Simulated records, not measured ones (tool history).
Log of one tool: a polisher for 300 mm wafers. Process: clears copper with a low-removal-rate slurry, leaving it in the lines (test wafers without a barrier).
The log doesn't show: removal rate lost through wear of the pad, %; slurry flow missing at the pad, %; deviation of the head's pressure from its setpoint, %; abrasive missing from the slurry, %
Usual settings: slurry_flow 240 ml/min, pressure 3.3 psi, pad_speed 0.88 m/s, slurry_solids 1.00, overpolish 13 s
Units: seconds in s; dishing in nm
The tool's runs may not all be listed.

run    hour  slurry_flow  pressure  pad_speed  slurry_solids  overpolish  wafers since the last listed run  wafers polished on this pad  hours since the slurry nozzle was cleaned  hours since the head pressure was calibrated  hours since the slurry blender was calibrated  incoming thickness of the incoming film, nm  seconds  dishing
  1     0.0          240       3.3       0.76           1.00          13                                 0                           95                                      122.0                                         324.9                                          150.4                                        336.9    143.0     24.3
  2    56.6          240       3.3       0.88           1.00          13                               493                          588                                      178.6                                         381.5                                          207.0                                        335.4    130.5     26.4
  3    86.7          240       3.3       0.88           1.00          13                               262                          851                                      208.7                                         411.6                                          237.1                                        343.8    135.6     25.7
  4   160.9          240       3.3       0.88           1.00          13                               646                         1497                                      282.9                                         485.8                                          311.3                                        344.2    139.9     25.2
      165.8  -- slurry blender recalibrated
  5   306.7          240       3.3       0.88           1.00          13                              1253                         2751                                      428.7                                         631.6                                          140.9                                        334.2    141.0     24.7
      318.6  -- worn pad replaced by a new one
  6   430.9          240       3.3       0.88           1.00          13                              1047                          979                                      552.9                                         755.8                                          265.1                                        341.0    134.3     25.6
      436.0  -- slurry nozzle cleaned
      443.9  -- slurry blender recalibrated
  7   486.6          240       3.3       0.88           1.15          13                               459                         1438                                       50.6                                         811.5                                           42.7                                        343.9    135.0     26.2
  8   517.5          240       3.3       0.88           1.15          13                               269                         1707                                       81.5                                         842.4                                           73.6                                        335.2    136.0     25.2
  9   562.4          240       3.3       0.88           1.00          13                               391                         2099                                      126.4                                         887.3                                          118.5                                        339.1    139.3     24.6
 10   629.0          240       3.3       0.88           1.00          13                               580                         2679                                      193.0                                         953.9                                          185.1                                        343.6    147.6     24.3
      660.2  -- worn pad replaced by a new one, of another model than before
 11   675.5          240       3.3       0.88           1.00          13                               370                          133                                      239.5                                        1000.4                                          231.6                                        338.6    128.8     27.3
 12   716.0          240       2.6       0.88           0.85          13                               352                          486                                      280.0                                        1040.9                                          272.1                                        334.6    155.1     22.4
 13   756.8          240       3.3       0.76           1.00          13                               355                          841                                      320.8                                        1081.7                                          312.9                                        340.0    158.4     22.3
      760.5  -- slurry blender recalibrated
      782.8  -- head pressure recalibrated
 14   858.1          280       2.9       1.04           1.00          13                               848                         1689                                      422.1                                          75.3                                           97.6                                        338.5    123.1     27.2
 15   897.0          240       3.3       1.02           1.00          13                               339                         2028                                      461.0                                         114.2                                          136.5                                        337.1    120.0     27.6
 16   929.9          310       2.2       0.88           1.15          13                               286                         2315                                      493.9                                         147.1                                          169.4                                        341.1    162.6     21.3
 17   960.6          240       2.7       0.98           1.25           6                               267                         2583                                      524.6                                         177.8                                          200.1                                        347.6    138.1     12.5
      962.7  -- slurry nozzle cleaned
     1024.2  -- worn pad replaced by a new one
 18  1028.0          240       3.3       0.88           1.00          13                               543                           33                                       65.3                                         245.2                                          267.5                                        342.5    126.2     28.0
     1040.8  -- slurry blender recalibrated
 19  1092.0          205       3.3       1.12           1.15           9                               540                          573                                      129.3                                         309.2                                           51.2                                        340.6    102.2     23.2
 20  1162.2          240       3.3       0.88           1.00          13                               611                         1185                                      199.5                                         379.4                                          121.4                                        339.6    138.2     25.4
 21  1187.4          240       3.6       0.88           1.00          13                               219                         1404                                      224.7                                         404.6                                          146.6                                        337.0    126.2     26.6
 22  1233.1          280       3.3       1.00           1.00          13                               398                         1803                                      270.4                                         450.3                                          192.3                                        344.4    119.6     28.1
 23  1289.7          240       3.3       0.88           1.00          13                               493                         2296                                      327.0                                         506.9                                          248.9                                        343.1    140.1     24.8
 24  1330.9          240       3.3       0.88           1.15          13                               359                         2655                                      368.2                                         548.1                                          290.1                                        344.9    136.2     25.9
     1374.0  -- slurry blender recalibrated
     1380.7  -- worn pad replaced by a new one
 25  1401.1          290       2.9       0.88           1.10          13                               559                          177                                      438.4                                         618.3                                           27.1                                        339.8    134.1     26.3
 26  1461.9          270       3.3       0.60           1.25          13                               529                          707                                      499.2                                         679.1                                           87.9                                        340.6    189.1     19.4
 27  1513.1          300       3.3       0.88           1.00          13                               446                         1153                                      550.4                                         730.3                                          139.1                                        337.1    132.3     25.8

Some steps in seconds between neighbouring runs. How much of each would the tool show without its hidden state too (settings, what came in, random variation), and how much is left for the hidden state, with any gauge scatter that isn't in both results?
Run 10 -> 11: worn pad replaced by a new one, of another model than before. seconds -18.8 s: hidden state -15.1, all else -3.7.
Run 17 -> 18: pressure 2.7 -> 3.3, pad_speed 0.98 -> 0.88, slurry_solids 1.25 -> 1.00, overpolish 6 -> 13, slurry nozzle cleaned, worn pad replaced by a new one. seconds -11.9 s: hidden state -17.3, all else +5.4.
Run 25 -> 26: slurry_flow 290 -> 270, pressure 2.9 -> 3.3, pad_speed 0.88 -> 0.60, slurry_solids 1.10 -> 1.25. seconds +55.0 s: hidden state +10.8, all else +44.2.
Run 26 -> 27: slurry_flow 270 -> 300, pad_speed 0.60 -> 0.88, slurry_solids 1.25 -> 1.00. seconds -56.8 s: hidden state -1.9, all else -54.9.

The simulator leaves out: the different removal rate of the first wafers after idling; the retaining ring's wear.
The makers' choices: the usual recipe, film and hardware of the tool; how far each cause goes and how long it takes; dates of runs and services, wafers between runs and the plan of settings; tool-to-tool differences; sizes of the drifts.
